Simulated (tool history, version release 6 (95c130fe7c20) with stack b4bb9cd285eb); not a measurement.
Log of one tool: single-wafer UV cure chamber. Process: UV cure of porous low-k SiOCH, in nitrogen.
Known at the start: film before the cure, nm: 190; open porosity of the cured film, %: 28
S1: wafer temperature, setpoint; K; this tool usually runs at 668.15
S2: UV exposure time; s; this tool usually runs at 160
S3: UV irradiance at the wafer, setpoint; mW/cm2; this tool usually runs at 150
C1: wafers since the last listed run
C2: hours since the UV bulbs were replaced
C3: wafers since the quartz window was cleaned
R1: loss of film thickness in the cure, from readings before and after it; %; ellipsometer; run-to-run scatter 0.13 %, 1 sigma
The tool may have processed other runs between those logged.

run     day      S1   S2   S3   C1      C2    C3      R1
  1   0.000  668.15  115  150    0  1317.3   598  11.871
  2   0.858  668.15  115  150   86  1337.9   685  11.748
  3   1.679  668.15  160  127   82  1357.6   768  12.453
  4   2.858  668.15  160  127  119  1385.9   887  12.581
  5   4.133  668.15  160  127  128  1416.5  1016  12.420
  6   5.617  668.15  160  150  149  1452.1  1166  13.256
  7   6.454  668.15  160  150   84  1472.2  1250  13.173
  8   7.046  668.15  160  150   59  1486.4  1310  12.956
  9   7.942  659.15  160  150   90  1507.9  1401  13.142
 10   9.000  668.15  160  150  106  1533.3  1508  12.922
 11   9.596  679.15  115  150   60  1547.6  1568  11.428
 12  10.642  668.15  160  150  105  1572.7  1674  12.825
 13  12.058  668.15  160  133  143  1606.7  1817  12.398
 14  13.129  668.15  160  133  108  1632.4  1925  12.044
 15  14.367  668.15  160  150  125  1662.1  2050  12.340
 16  15.833  668.15  160  150  148  1697.3  2199  12.537
 17  16.592  654.15  160  181   76  1715.5  2275  13.007
     17.512  -- quartz window cleaned
 18  18.004  654.15  160  181  109  1749.4    49  14.384
 19  18.712  668.15  160  124   71  1766.4   121  12.640
 20  19.725  668.15  160  124  102  1790.7   223  12.530
 21  21.079  668.15  160  150  136  1823.2   360  13.420
 22  21.629  668.15  160  150   55  1836.4   416  13.254
 23  22.304  684.15   95  122   68  1852.6   484   9.987
 24  23.754  668.15  160  150  146  1887.4   630  13.147
 25  25.050  662.15  160  150  130  1918.5   761  13.002
 26  26.021  668.15  105  150   98  1941.8   860  10.948
 27  26.642  684.15   75  150   62  1956.7   922   9.674
     27.133  -- UV bulbs replaced
 28  29.692  668.15  160  133  274    61.4  1197  13.795
 29  30.221  668.15  160  150   53    74.1  1251  14.284
 30  31.542  684.15  160  150  133   105.8  1384  14.340

The next listed run, before its measurement:
 31  32.529  655.15  125  168  99  129.5  1484   ?

R1: 13.046 %
If the tool had no hidden condition, the same run with the same run-to-run variation would have returned R1 14.007 %.

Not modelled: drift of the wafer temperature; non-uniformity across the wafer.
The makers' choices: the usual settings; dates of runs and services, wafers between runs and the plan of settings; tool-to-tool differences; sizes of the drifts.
